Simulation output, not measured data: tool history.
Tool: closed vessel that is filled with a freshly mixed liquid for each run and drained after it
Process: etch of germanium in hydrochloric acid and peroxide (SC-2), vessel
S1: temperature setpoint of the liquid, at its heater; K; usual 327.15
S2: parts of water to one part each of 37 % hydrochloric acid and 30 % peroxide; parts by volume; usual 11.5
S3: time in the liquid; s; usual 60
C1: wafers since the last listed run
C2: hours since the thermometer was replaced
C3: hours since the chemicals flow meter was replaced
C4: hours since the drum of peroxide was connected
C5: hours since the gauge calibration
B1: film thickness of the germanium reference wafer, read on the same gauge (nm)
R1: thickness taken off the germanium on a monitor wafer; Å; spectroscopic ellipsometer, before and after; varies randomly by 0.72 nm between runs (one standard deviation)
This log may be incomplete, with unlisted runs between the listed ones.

run	hour	S1	S2	S3	C1	C2	C3	C4	C5	B1	R1
1	0.0	327.15	7.5	60	0	1419.8	127.2	928.6	1005.0	40.01	2228.1
2	49.8	327.15	7.5	60	4820	1469.6	177.0	978.4	1054.8	40.01	2230.4
3	94.9	319.15	8.0	60	4365	1514.7	222.1	1023.5	1099.9	40.03	1722.4
# hour 110.6: thermometer replaced
4	169.6	319.15	8.0	60	7134	59.0	296.8	1098.2	1174.6	40.03	1762.4
5	266.3	327.15	11.5	60	9360	155.7	393.5	1194.9	1271.3	40.01	2158.7
6	365.0	327.15	11.5	60	9554	254.4	492.2	1293.6	1370.0	40.00	2169.7
# hour 374.0: new drum of peroxide connected
7	455.1	327.15	11.5	60	8624	344.5	582.3	81.1	1460.1	39.99	2148.7
8	546.4	334.15	14.0	60	8837	435.8	673.6	172.4	1551.4	40.03	2560.9
9	622.3	334.15	14.0	60	7347	511.7	749.5	248.3	1627.3	40.02	2545.5
# hour 675.4: chemicals flow meter replaced
# hour 748.7: gauge calibrated
10	845.2	327.15	11.5	35	21479	734.6	169.8	471.2	96.5	40.02	1266.7
11	942.9	334.65	11.5	60	9457	832.3	267.5	568.9	194.2	40.03	2689.7
12	1016.4	334.65	11.5	60	7114	905.8	341.0	642.4	267.7	39.99	2700.0
13	1066.6	327.15	11.5	60	4859	956.0	391.2	692.6	317.9	39.97	2156.2
14	1171.0	327.15	6.5	60	10105	1060.4	495.6	797.0	422.3	40.00	2252.6
15	1236.8	332.15	16.5	80	6369	1126.2	561.4	862.8	488.1	40.01	3108.4
# hour 1375.5: thermometer replaced
# hour 1433.5: chemicals flow meter replaced
16	1556.2	324.15	15.0	60	30723	180.7	122.7	1182.2	807.5	39.99	1923.3
17	1598.5	327.15	11.5	60	4094	223.0	165.0	1224.5	849.8	40.01	2179.4
# hour 1653.4: new drum of peroxide connected
18	1663.4	327.15	17.0	35	6185	287.9	229.9	10.0	914.7	39.96	1190.1
19	1741.7	321.15	17.0	90	7579	366.2	308.2	88.3	993.0	40.00	2540.5
20	1798.9	327.15	11.5	60	5536	423.4	365.4	145.5	1050.2	40.00	2175.2
21	1880.6	327.15	11.5	60	7908	505.1	447.1	227.2	1131.9	40.00	2157.9
22	1920.4	324.15	11.5	60	3852	544.9	486.9	267.0	1171.7	40.00	1971.7
23	1989.8	327.15	7.5	60	6717	614.3	556.3	336.4	1241.1	40.02	2244.1
24	2073.9	335.15	15.0	90	8140	698.4	640.4	420.5	1325.2	39.99	3881.5
# hour 2114.4: chemicals flow meter replaced
25	2126.5	327.15	17.5	60	4994	751.0	12.1	473.1	1377.8	40.00	2039.0
26	2205.4	327.15	11.5	60	7637	829.9	91.0	552.0	1456.7	39.99	2171.1
27	2259.4	327.15	6.0	60	5227	883.9	145.0	606.0	1510.7	40.00	2277.2
28	2348.5	331.15	11.5	40	8624	973.0	234.1	695.1	1599.8	40.01	1622.5
29	2398.5	332.65	7.5	40	4839	1023.0	284.1	745.1	1649.8	39.98	1784.5
30	2493.6	327.15	11.5	60	9205	1118.1	379.2	840.2	1744.9	39.99	2161.0
31	2542.8	327.15	11.5	60	4762	1167.3	428.4	889.4	1794.1	39.98	2162.0

Each row is a separate what-if for the run after 31, all from the same tool condition, not one after another. Results?
A	2543.5	327.15	11.5	60	67	1168.0	429.1	890.1	1794.8	?	?
B	2543.5	336.65	5.5	60	67	1168.0	429.1	890.1	1794.8	?	?
C	2543.5	327.15	11.5	75	67	1168.0	429.1	890.1	1794.8	?	?

run	B1	R1
A	40.00	2146.9
B	40.00	3042.5
C	40.00	2683.6
Stripped of hidden state, with their random variation kept, the same runs would have yielded:
run	R1
A	2204.1
B	3104.6
C	2755.2
